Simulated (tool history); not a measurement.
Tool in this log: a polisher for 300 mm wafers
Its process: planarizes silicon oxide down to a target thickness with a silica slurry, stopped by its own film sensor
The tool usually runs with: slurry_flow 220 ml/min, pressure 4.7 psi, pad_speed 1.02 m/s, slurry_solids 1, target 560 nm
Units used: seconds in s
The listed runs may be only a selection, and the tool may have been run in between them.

run    hour  slurry_flow  pressure  pad_speed  slurry_solids  target  wafers since the last listed run  wafers polished on this pad  hours since the slurry nozzle was cleaned  hours since the head pressure was calibrated  hours since the slurry blender was calibrated  hours since the conditioning disc was replaced  incoming thickness of the incoming film, nm  seconds
  1       0          220       4.7       1.02              1     560                                 0                         2630                                      243.2                                         341.6                                          100.5                                           299.2                                       1062.6    144.5
       22.7  -- conditioning disc replaced and pad reconditioned
  2    59.6          220       4.7       1.02              1     560                               610                         3241                                      302.8                                         401.2                                          160.1                                            36.9                                       1075.7    136.6
       74.2  -- slurry nozzle cleaned
       74.8  -- worn pad replaced by a new one
  3     103          220       4.7       1.02              1     560                               443                          299                                       28.8                                         444.6                                          203.5                                            80.3                                       1089.5    139.4
  4   183.7          220       4.7       1.02              1     560                               855                         1154                                      109.5                                         525.3                                          284.2                                             161                                       1068.8    142.7
      221.8  -- slurry blender recalibrated
  5   222.3          220       4.7       1.02              1     560                               388                         1542                                      148.1                                         563.9                                            0.5                                           199.6                                       1070.3    137.3
      334.3  -- conditioning disc replaced and pad reconditioned
      429.4  -- worn pad replaced by a new one
      431.4  -- slurry nozzle cleaned
  6   450.8          220       4.7       1.02              1     560                              2348                          215                                       19.4                                         792.4                                            229                                           116.5                                       1062.6    131.3
  7   501.3          275       4.7       1.02              1     560                               535                          751                                       69.9                                         842.9                                          279.5                                             167                                       1068.7    136.8
      574.7  -- slurry blender recalibrated
  8   582.2          275       4.7       1.02              1     560                               836                         1588                                      150.8                                         923.8                                            7.5                                           247.9                                         1076    138.9
  9   651.5          220       4.7       1.02              1     560                               734                         2322                                      220.1                                         993.1                                           76.8                                           317.2                                       1074.3    145.4
      656.8  -- conditioning disc replaced and pad reconditioned
 10   750.8          220       4.7       1.02              1     560                              1031                         3354                                      319.4                                        1092.4                                          176.1                                              94                                       1070.3    133.9
      765.3  -- worn pad replaced by a new one
      767.5  -- slurry nozzle cleaned
 11   798.5          220       4.7       1.02              1     560                               452                          341                                         31                                        1140.1                                          223.8                                           141.7                                       1067.6      135
 12   839.2          180         6       1.02              1     679                               431                          772                                       71.7                                        1180.8                                          264.5                                           182.4                                       1087.7     91.4
      880.2  -- slurry blender recalibrated
 13     938          150       4.7       1.02              1     560                              1026                         1799                                      170.5                                        1279.6                                           57.8                                           281.2                                       1080.7      153
     1012.8  -- conditioning disc replaced and pad reconditioned
 14  1037.6          220       5.6        1.3            1.1     560                              1034                         2833                                      270.1                                        1379.2                                          157.4                                            24.8                                       1089.9     94.2
       1060  -- worn pad replaced by a new one
     1073.7  -- slurry nozzle cleaned
     1122.1  -- head pressure recalibrated
 15  1135.4          220       4.7       0.66            0.7     451                               962                          767                                       61.7                                          13.3                                          255.2                                           122.6                                       1067.5    265.6
 16  1178.1          265       4.7       0.88              1     477                               452                         1220                                      104.4                                            56                                          297.9                                           165.3                                       1073.2    179.3
     1212.9  -- slurry blender recalibrated
 17    1219          220       4.7       1.02           0.75     560                               412                         1632                                      145.3                                          96.9                                            6.1                                           206.2                                       1084.1    156.9
 18  1267.7          195       3.6       1.14              1     424                               516                         2149                                        194                                         145.6                                           54.8                                           254.9                                       1073.1    219.8
     1303.5  -- conditioning disc replaced and pad reconditioned
 19  1363.3          275       4.7       1.02              1     560                               992                         3141                                      289.6                                         241.2                                          150.4                                            59.8                                       1083.5    132.6
     1375.8  -- worn pad replaced by a new one
     1383.4  -- slurry nozzle cleaned
 20  1434.5          165       4.7       1.02              1     560                               701                          611                                       51.1                                         312.4                                          221.6                                             131                                       1089.2    143.9
     1513.6  -- slurry blender recalibrated
 21  1526.1          280       4.7       1.02              1     560                               950                         1561                                      142.7                                           404                                           12.5                                           222.6                                       1070.2      138
 22  1598.7          220       4.7       1.02              1     560                               769                         2331                                      215.3                                         476.6                                           85.1                                           295.2                                       1077.8    148.2

Each row is a separate what-if for the run after 22, all from the same tool condition, not one after another. Results?
  A  1599.2          220       4.7       1.02              1     650                                 5                         2336                                      215.8                                         477.1                                           85.6                                           295.7                                       1074.1        ?
  B  1599.2          220       4.7       1.02              1     631                                 5                         2336                                      215.8                                         477.1                                           85.6                                           295.7                                       1074.1        ?
  C  1599.2          220       5.1       1.02            0.8     560                                 5                         2336                                      215.8                                         477.1                                           85.6                                           295.7                                       1074.1        ?

run  seconds
  A      121
  B    126.4
  C    147.1
Take away the tool's hidden state, keep each run's random variation, and the runs would have read:
run  seconds
  A    107.3
  B    112.1
  C    129.3
